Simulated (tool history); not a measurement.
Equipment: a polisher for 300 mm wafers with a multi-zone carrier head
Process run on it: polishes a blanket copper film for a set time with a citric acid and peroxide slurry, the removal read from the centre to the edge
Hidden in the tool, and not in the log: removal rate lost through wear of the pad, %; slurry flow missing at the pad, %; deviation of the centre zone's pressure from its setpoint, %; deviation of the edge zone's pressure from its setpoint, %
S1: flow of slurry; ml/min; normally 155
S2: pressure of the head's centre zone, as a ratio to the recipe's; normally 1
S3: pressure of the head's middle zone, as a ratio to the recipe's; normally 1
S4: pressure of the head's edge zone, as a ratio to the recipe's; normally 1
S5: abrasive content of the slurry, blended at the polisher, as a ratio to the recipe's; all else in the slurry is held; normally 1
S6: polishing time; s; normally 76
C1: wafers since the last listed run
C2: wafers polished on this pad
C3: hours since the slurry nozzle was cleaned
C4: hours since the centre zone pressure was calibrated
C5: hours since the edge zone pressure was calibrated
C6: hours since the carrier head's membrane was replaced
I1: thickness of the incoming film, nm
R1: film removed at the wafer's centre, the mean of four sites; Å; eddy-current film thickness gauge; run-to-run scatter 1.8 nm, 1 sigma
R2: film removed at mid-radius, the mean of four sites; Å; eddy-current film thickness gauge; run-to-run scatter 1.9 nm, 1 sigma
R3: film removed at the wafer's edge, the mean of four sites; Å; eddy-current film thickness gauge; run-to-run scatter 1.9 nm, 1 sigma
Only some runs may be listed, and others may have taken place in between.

| run | hour | S1 | S2 | S3 | S4 | S5 | S6 | C1 | C2 | C3 | C4 | C5 | C6 | I1 | R1 | R2 | R3 |
|---|---|---|---|---|---|---|---|---|---|---|---|---|---|---|---|---|---|
| 1 | 0 | 155 | 1 | 1 | 1 | 1 | 76 | 0 | 3552 | 251.4 | 160.5 | 867.5 | 204.2 | 599 | 1328 | 1321 | 1297 |
| 2 | 70.8 | 155 | 1 | 1.05 | 1 | 1 | 94 | 893 | 4446 | 322.2 | 231.3 | 938.3 | 275 | 600.9 | 1621 | 1663 | 1576 |
| 3 | 130.8 | 155 | 1 | 1.05 | 1 | 1 | 94 | 757 | 5203 | 382.2 | 291.3 | 998.3 | 335 | 602.3 | 1530 | 1646 | 1542 |
|  | 144.6 | worn pad replaced by a new one |
| 4 | 191.3 | 155 | 1 | 1.05 | 1 | 1 | 94 | 713 | 589 | 442.7 | 351.8 | 1058.8 | 395.5 | 596.4 | 1759 | 1846 | 1733 |
| 5 | 232.9 | 155 | 1 | 1 | 1 | 1 | 76 | 525 | 1114 | 484.3 | 393.4 | 1100.4 | 437.1 | 592.3 | 1396 | 1420 | 1372 |
| 6 | 278.4 | 155 | 1 | 1 | 1 | 1 | 76 | 574 | 1688 | 529.8 | 438.9 | 1145.9 | 482.6 | 593.9 | 1385 | 1417 | 1363 |
| 7 | 319.8 | 155 | 1 | 1 | 1 | 1 | 89 | 522 | 2211 | 571.2 | 480.3 | 1187.3 | 524 | 589.8 | 1594 | 1647 | 1588 |
|  | 365.1 | slurry nozzle cleaned |
| 8 | 368.8 | 155 | 1 | 1.03 | 1 | 1 | 76 | 605 | 2817 | 3.7 | 529.3 | 1236.3 | 573 | 591.3 | 1372 | 1431 | 1317 |
| 9 | 437.8 | 110 | 1 | 1 | 1 | 1 | 103 | 870 | 3688 | 72.7 | 598.3 | 1305.3 | 642 | 586.8 | 1620 | 1640 | 1682 |
|  | 475.2 | centre zone pressure recalibrated |
| 10 | 542.6 | 155 | 1 | 1 | 1 | 1 | 76 | 1297 | 4985 | 177.5 | 67.4 | 1410.1 | 746.8 | 594.9 | 1311 | 1281 | 1254 |
|  | 594.4 | edge zone pressure recalibrated |
|  | 615.6 | worn pad replaced by a new one |
| 11 | 635.3 | 155 | 1 | 1 | 1 | 1 | 76 | 1094 | 248 | 270.2 | 160.1 | 40.9 | 839.5 | 588.5 | 1463 | 1454 | 1431 |

Run 12 comes next. What will it give?
| 12 | 707.2 | 155 | 1 | 1 | 1 | 1 | 76 | 907 | 1155 | 342.1 | 232 | 112.8 | 911.4 | 588 | ? | ? | ? |

{"run 12": {"R1": 1421, "R2": 1398, "R3": 1365}}
With the hidden condition absent and the run-to-run variation left alone, this run would have shown R1 1477 Å, R2 1453 Å, R3 1418 Å.

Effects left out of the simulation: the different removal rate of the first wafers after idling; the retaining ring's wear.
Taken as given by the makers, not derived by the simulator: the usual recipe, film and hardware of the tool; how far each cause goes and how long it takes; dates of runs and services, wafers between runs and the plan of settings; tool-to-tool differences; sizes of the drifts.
